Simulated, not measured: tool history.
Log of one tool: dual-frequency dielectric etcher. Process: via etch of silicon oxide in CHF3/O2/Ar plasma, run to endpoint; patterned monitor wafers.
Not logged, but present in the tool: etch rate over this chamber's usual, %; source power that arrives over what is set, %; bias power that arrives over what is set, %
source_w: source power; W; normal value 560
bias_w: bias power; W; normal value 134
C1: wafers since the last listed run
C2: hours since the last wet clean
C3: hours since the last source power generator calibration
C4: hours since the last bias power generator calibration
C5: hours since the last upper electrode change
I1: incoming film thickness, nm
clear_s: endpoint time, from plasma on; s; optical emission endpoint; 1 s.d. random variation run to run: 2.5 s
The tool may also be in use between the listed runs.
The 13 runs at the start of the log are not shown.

{"run": 14, "hour": 167.4, "source_w": 560, "bias_w": 134, "C1": 8, "C2": 408.9, "C3": 80.1, "C4": 4368.0, "C5": 3.2, "I1": 724.3, "clear_s": 410.3}
{"run": 15, "hour": 184.9, "source_w": 560, "bias_w": 134, "C1": 63, "C2": 426.4, "C3": 97.6, "C4": 4385.5, "C5": 20.7, "I1": 717.5, "clear_s": 399.5}
{"run": 16, "hour": 192.7, "source_w": 560, "bias_w": 134, "C1": 28, "C2": 434.2, "C3": 105.4, "C4": 4393.3, "C5": 28.5, "I1": 720.4, "clear_s": 406.6}
{"run": 17, "hour": 204.0, "source_w": 640, "bias_w": 134, "C1": 41, "C2": 445.5, "C3": 116.7, "C4": 4404.6, "C5": 39.8, "I1": 710.6, "clear_s": 378.2}
{"run": 18, "hour": 214.3, "source_w": 560, "bias_w": 134, "C1": 37, "C2": 455.8, "C3": 127.0, "C4": 4414.9, "C5": 50.1, "I1": 710.1, "clear_s": 398.1}
{"run": 19, "hour": 224.1, "source_w": 690, "bias_w": 148, "C1": 35, "C2": 465.6, "C3": 136.8, "C4": 4424.7, "C5": 59.9, "I1": 711.5, "clear_s": 362.2}
{"hour": 252.2, "done": "bias power generator calibrated"}
{"hour": 255.8, "done": "wet clean of the chamber"}
{"run": 20, "hour": 256.3, "source_w": 460, "bias_w": 134, "C1": 89, "C2": 0.5, "C3": 169.0, "C4": 4.1, "C5": 92.1, "I1": 714.4, "clear_s": 413.2}
{"run": 21, "hour": 256.7, "source_w": 680, "bias_w": 134, "C1": 1, "C2": 0.9, "C3": 169.4, "C4": 4.5, "C5": 92.5, "I1": 716.5, "clear_s": 359.0}
{"run": 22, "hour": 259.7, "source_w": 560, "bias_w": 156, "C1": 10, "C2": 3.9, "C3": 172.4, "C4": 7.5, "C5": 95.5, "I1": 712.4, "clear_s": 372.3}
{"run": 23, "hour": 266.1, "source_w": 560, "bias_w": 104, "C1": 23, "C2": 10.3, "C3": 178.8, "C4": 13.9, "C5": 101.9, "I1": 713.5, "clear_s": 411.0}
{"run": 24, "hour": 279.5, "source_w": 560, "bias_w": 161, "C1": 48, "C2": 23.7, "C3": 192.2, "C4": 27.3, "C5": 115.3, "I1": 715.5, "clear_s": 370.3}
{"run": 25, "hour": 296.4, "source_w": 520, "bias_w": 134, "C1": 61, "C2": 40.6, "C3": 209.1, "C4": 44.2, "C5": 132.2, "I1": 706.7, "clear_s": 393.7}
{"run": 26, "hour": 311.2, "source_w": 560, "bias_w": 134, "C1": 53, "C2": 55.4, "C3": 223.9, "C4": 59.0, "C5": 147.0, "I1": 705.5, "clear_s": 385.9}
{"run": 27, "hour": 360.3, "source_w": 470, "bias_w": 134, "C1": 178, "C2": 104.5, "C3": 273.0, "C4": 108.1, "C5": 196.1, "I1": 717.1, "clear_s": 426.2}
{"run": 28, "hour": 371.5, "source_w": 560, "bias_w": 134, "C1": 40, "C2": 115.7, "C3": 284.2, "C4": 119.3, "C5": 207.3, "I1": 711.5, "clear_s": 389.6}
{"run": 29, "hour": 378.4, "source_w": 600, "bias_w": 162, "C1": 25, "C2": 122.6, "C3": 291.1, "C4": 126.2, "C5": 214.2, "I1": 716.4, "clear_s": 361.8}
{"run": 30, "hour": 391.5, "source_w": 650, "bias_w": 165, "C1": 47, "C2": 135.7, "C3": 304.2, "C4": 139.3, "C5": 227.3, "I1": 709.8, "clear_s": 345.8}
{"run": 31, "hour": 404.6, "source_w": 560, "bias_w": 154, "C1": 47, "C2": 148.8, "C3": 317.3, "C4": 152.4, "C5": 240.4, "I1": 719.8, "clear_s": 380.3}
{"run": 32, "hour": 417.8, "source_w": 640, "bias_w": 148, "C1": 47, "C2": 162.0, "C3": 330.5, "C4": 165.6, "C5": 253.6, "I1": 718.4, "clear_s": 362.9}
{"run": 33, "hour": 435.4, "source_w": 560, "bias_w": 134, "C1": 63, "C2": 179.6, "C3": 348.1, "C4": 183.2, "C5": 271.2, "I1": 713.2, "clear_s": 390.0}
{"run": 34, "hour": 448.9, "source_w": 600, "bias_w": 161, "C1": 48, "C2": 193.1, "C3": 361.6, "C4": 196.7, "C5": 284.7, "I1": 712.5, "clear_s": 366.8}
{"run": 35, "hour": 464.5, "source_w": 560, "bias_w": 109, "C1": 56, "C2": 208.7, "C3": 377.2, "C4": 212.3, "C5": 300.3, "I1": 714.0, "clear_s": 415.2}

Here are 4 independent what-if runs from the current tool condition. What would each one return?
{"run": "A", "hour": 465.0, "source_w": 560, "bias_w": 134, "C1": 1, "C2": 209.2, "C3": 377.7, "C4": 212.8, "C5": 300.8, "I1": 709.6, "clear_s": "?"}
{"run": "B", "hour": 465.0, "source_w": 440, "bias_w": 155, "C1": 1, "C2": 209.2, "C3": 377.7, "C4": 212.8, "C5": 300.8, "I1": 709.6, "clear_s": "?"}
{"run": "C", "hour": 465.0, "source_w": 600, "bias_w": 149, "C1": 1, "C2": 209.2, "C3": 377.7, "C4": 212.8, "C5": 300.8, "I1": 709.6, "clear_s": "?"}
{"run": "D", "hour": 465.0, "source_w": 670, "bias_w": 125, "C1": 1, "C2": 209.2, "C3": 377.7, "C4": 212.8, "C5": 300.8, "I1": 709.6, "clear_s": "?"}

run=A clear_s=391.5
run=B clear_s=413.0
run=C clear_s=370.2
run=D clear_s=371.5
The same runs, with their run-to-run variation unchanged, on a tool lacking any hidden condition would have given:
run=A clear_s=383.7
run=B clear_s=404.8
run=C clear_s=362.9
run=D clear_s=364.2
